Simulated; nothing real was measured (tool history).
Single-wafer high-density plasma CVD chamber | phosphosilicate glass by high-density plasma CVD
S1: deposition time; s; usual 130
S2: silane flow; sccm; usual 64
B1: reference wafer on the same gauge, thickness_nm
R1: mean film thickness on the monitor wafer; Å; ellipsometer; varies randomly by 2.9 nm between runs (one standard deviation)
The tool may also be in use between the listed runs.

Run 1, hour 0.0: usual settings but S1 148 s, S2 67 sccm; B1 738.326. Result: R1 9887.83 Å.
Run 2, hour 7.9: usual settings but S1 148 s, S2 67 sccm; B1 737.641. Result: R1 9830.23 Å.
Run 3, hour 21.4: usual settings but S1 148 s, S2 67 sccm; B1 739.643. Result: R1 9798.82 Å.
Run 4, hour 39.0: usual settings; B1 738.338. Result: R1 8273.86 Å.
Run 5, hour 56.4: usual settings; B1 737.825. Result: R1 8308.36 Å.
Run 6, hour 66.9: usual settings; B1 737.952. Result: R1 8238.51 Å.
Run 7, hour 74.9: usual settings; B1 739.187. Result: R1 8299.84 Å.
Run 8, hour 90.2: usual settings but S1 138 s, S2 67 sccm; B1 736.640. Result: R1 9187.00 Å.
Run 9, hour 103.1: usual settings but S1 138 s, S2 67 sccm; B1 737.437. Result: R1 9168.93 Å.
Run 10, hour 140.1: usual settings; B1 738.072. Result: R1 8238.55 Å.
Run 11, hour 148.2: usual settings; B1 737.604. Result: R1 8321.11 Å.
Run 12, hour 155.6: usual settings; B1 738.281. Result: R1 8281.12 Å.
At hour 158.3: gauge calibrated.
At hour 164.2: silane flow controller replaced.
Run 13, hour 170.5: usual settings; B1 738.143. Result: R1 8288.51 Å.
Run 14, hour 187.8: usual settings; B1 739.397. Result: R1 8303.06 Å.
Run 15, hour 205.4: usual settings but S1 110 s, S2 76 sccm; B1 737.380. Result: R1 8315.82 Å.
Run 16, hour 214.5: usual settings but S1 142 s, S2 55 sccm; B1 737.132. Result: R1 7809.84 Å.
Run 17, hour 225.4: usual settings but S2 75 sccm; B1 737.774. Result: R1 9636.26 Å.
Run 18, hour 234.5: usual settings but S1 149 s, S2 75 sccm; B1 737.793. Result: R1 11091.77 Å.
Run 19, hour 244.2: usual settings; B1 736.629. Result: R1 8289.77 Å.
Run 20, hour 256.9: usual settings but S2 72 sccm; B1 737.152. Result: R1 9289.32 Å.
Run 21, hour 272.8: usual settings but S2 59 sccm; B1 737.361. Result: R1 7667.72 Å.
Run 22, hour 288.9: usual settings; B1 737.635. Result: R1 8280.16 Å.
Run 23, hour 302.4: usual settings but S1 147 s, S2 75 sccm; B1 738.010. Result: R1 10941.53 Å.
Run 24, hour 317.0: usual settings but S1 147 s, S2 75 sccm; B1 737.826. Result: R1 10926.45 Å.
Run 25, hour 332.9: usual settings but S1 118 s, S2 76 sccm; B1 737.874. Result: R1 8899.58 Å.
At hour 334.2: gauge calibrated.
Run 26, hour 342.8: usual settings but S1 143 s, S2 55 sccm; B1 738.804. Result: R1 7909.00 Å.

Branching from run 26: 4 alternative next runs. What would each branch give?
Run A, hour 343.2: usual settings; B1 ?. Result: R1 ?.
Run B, hour 343.2: usual settings but S1 120 s, S2 70 sccm; B1 ?. Result: R1 ?.
Run C, hour 343.2: usual settings but S2 69 sccm; B1 ?. Result: R1 ?.
Run D, hour 343.2: usual settings but S1 146 s; B1 ?. Result: R1 ?.

run       B1       R1
  A  738.112  8321.12
  B  738.112  8388.82
  C  738.112  8960.09
  D  738.112  9345.25
With the hidden condition removed and each run's random variation left untouched, the same runs would have given:
run       R1
  A  8321.12
  B  8388.82
  C  8960.09
  D  9345.25
